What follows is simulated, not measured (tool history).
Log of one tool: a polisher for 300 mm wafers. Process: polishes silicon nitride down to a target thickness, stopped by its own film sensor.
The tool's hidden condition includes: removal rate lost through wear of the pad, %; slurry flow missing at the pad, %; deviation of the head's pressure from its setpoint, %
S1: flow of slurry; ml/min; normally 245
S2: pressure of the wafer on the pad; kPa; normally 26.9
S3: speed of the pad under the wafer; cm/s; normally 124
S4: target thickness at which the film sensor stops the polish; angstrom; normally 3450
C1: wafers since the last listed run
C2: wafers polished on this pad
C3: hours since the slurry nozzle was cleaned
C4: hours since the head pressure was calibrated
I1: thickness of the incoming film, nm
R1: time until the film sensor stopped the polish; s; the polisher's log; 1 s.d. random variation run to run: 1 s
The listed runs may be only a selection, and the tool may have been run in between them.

{"run": 1, "day": 0.0, "S1": 245, "S2": 26.9, "S3": 124, "S4": 3450, "C1": 0, "C2": 3332, "C3": 358.8, "C4": 390.2, "I1": 497.1, "R1": 68.9}
{"day": 1.188, "done": "worn pad replaced by a new one"}
{"run": 2, "day": 1.212, "S1": 245, "S2": 26.9, "S3": 124, "S4": 3450, "C1": 356, "C2": 8, "C3": 387.9, "C4": 419.3, "I1": 509, "R1": 72.6}
{"run": 3, "day": 2.792, "S1": 245, "S2": 26.9, "S3": 124, "S4": 3140, "C1": 537, "C2": 545, "C3": 425.8, "C4": 457.2, "I1": 495.3, "R1": 83.1}
{"run": 4, "day": 4.058, "S1": 245, "S2": 26.9, "S3": 124, "S4": 3140, "C1": 431, "C2": 977, "C3": 456.2, "C4": 487.6, "I1": 499.6, "R1": 83.3}
{"run": 5, "day": 6.162, "S1": 185, "S2": 26.9, "S3": 124, "S4": 3450, "C1": 716, "C2": 1693, "C3": 506.7, "C4": 538.1, "I1": 501.6, "R1": 73.7}
{"run": 6, "day": 8.567, "S1": 185, "S2": 26.9, "S3": 124, "S4": 3450, "C1": 818, "C2": 2512, "C3": 564.4, "C4": 595.8, "I1": 499.8, "R1": 71.8}
{"day": 9.304, "done": "head pressure recalibrated"}
{"run": 7, "day": 10.421, "S1": 185, "S2": 26.9, "S3": 124, "S4": 3450, "C1": 603, "C2": 3115, "C3": 608.9, "C4": 26.8, "I1": 500, "R1": 73.5}
{"run": 8, "day": 13.338, "S1": 245, "S2": 30.3, "S3": 124, "S4": 3040, "C1": 993, "C2": 4108, "C3": 678.9, "C4": 96.8, "I1": 497.7, "R1": 78.5}
{"day": 13.942, "done": "worn pad replaced by a new one"}
{"run": 9, "day": 15.288, "S1": 245, "S2": 26.9, "S3": 114, "S4": 3760, "C1": 607, "C2": 458, "C3": 725.7, "C4": 143.6, "I1": 500.4, "R1": 56.7}
{"run": 10, "day": 17.038, "S1": 245, "S2": 26.9, "S3": 114, "S4": 3760, "C1": 595, "C2": 1054, "C3": 767.7, "C4": 185.6, "I1": 498.8, "R1": 59.1}
{"run": 11, "day": 18.962, "S1": 245, "S2": 26.9, "S3": 114, "S4": 3760, "C1": 655, "C2": 1709, "C3": 813.9, "C4": 231.8, "I1": 499.2, "R1": 58.3}
{"run": 12, "day": 20.358, "S1": 245, "S2": 30.3, "S3": 124, "S4": 3450, "C1": 475, "C2": 2185, "C3": 847.4, "C4": 265.3, "I1": 507.5, "R1": 67.2}
{"run": 13, "day": 23.1, "S1": 245, "S2": 26.9, "S3": 124, "S4": 3450, "C1": 933, "C2": 3118, "C3": 913.2, "C4": 331.1, "I1": 506.5, "R1": 71.7}
{"day": 24.321, "done": "worn pad replaced by a new one"}
{"day": 25.358, "done": "slurry nozzle cleaned"}
{"run": 14, "day": 25.529, "S1": 245, "S2": 26.9, "S3": 124, "S4": 3450, "C1": 756, "C2": 397, "C3": 4.1, "C4": 389.4, "I1": 504, "R1": 70.8}
{"run": 15, "day": 27.642, "S1": 245, "S2": 26.9, "S3": 124, "S4": 3050, "C1": 719, "C2": 1116, "C3": 54.8, "C4": 440.1, "I1": 499.7, "R1": 88.9}
{"run": 16, "day": 29.992, "S1": 245, "S2": 22.1, "S3": 124, "S4": 3950, "C1": 800, "C2": 1916, "C3": 111.2, "C4": 496.5, "I1": 493.5, "R1": 51.7}
{"day": 36.188, "done": "worn pad replaced by a new one"}
{"day": 36.879, "done": "head pressure recalibrated"}
{"run": 17, "day": 38.492, "S1": 200, "S2": 26.9, "S3": 156, "S4": 3450, "C1": 2809, "C2": 756, "C3": 315.2, "C4": 38.7, "I1": 499.6, "R1": 63.3}
{"run": 18, "day": 40.146, "S1": 280, "S2": 33.8, "S3": 88, "S4": 3450, "C1": 563, "C2": 1320, "C3": 354.9, "C4": 78.4, "I1": 496.9, "R1": 69.2}
{"run": 19, "day": 41.912, "S1": 185, "S2": 26.9, "S3": 94, "S4": 3670, "C1": 601, "C2": 1921, "C3": 397.3, "C4": 120.8, "I1": 499, "R1": 73.3}

What does the tool deliver on the next run?
{"run": 20, "day": 43.962, "S1": 245, "S2": 26.9, "S3": 124, "S4": 3450, "C1": 698, "C2": 2619, "C3": 446.5, "C4": 170, "I1": 490.4, "R1": "?"}

R1: 66.1 s
Take away the tool's hidden state, keep the run-to-run variation as it was, and the same run would have given R1 66.1 s.
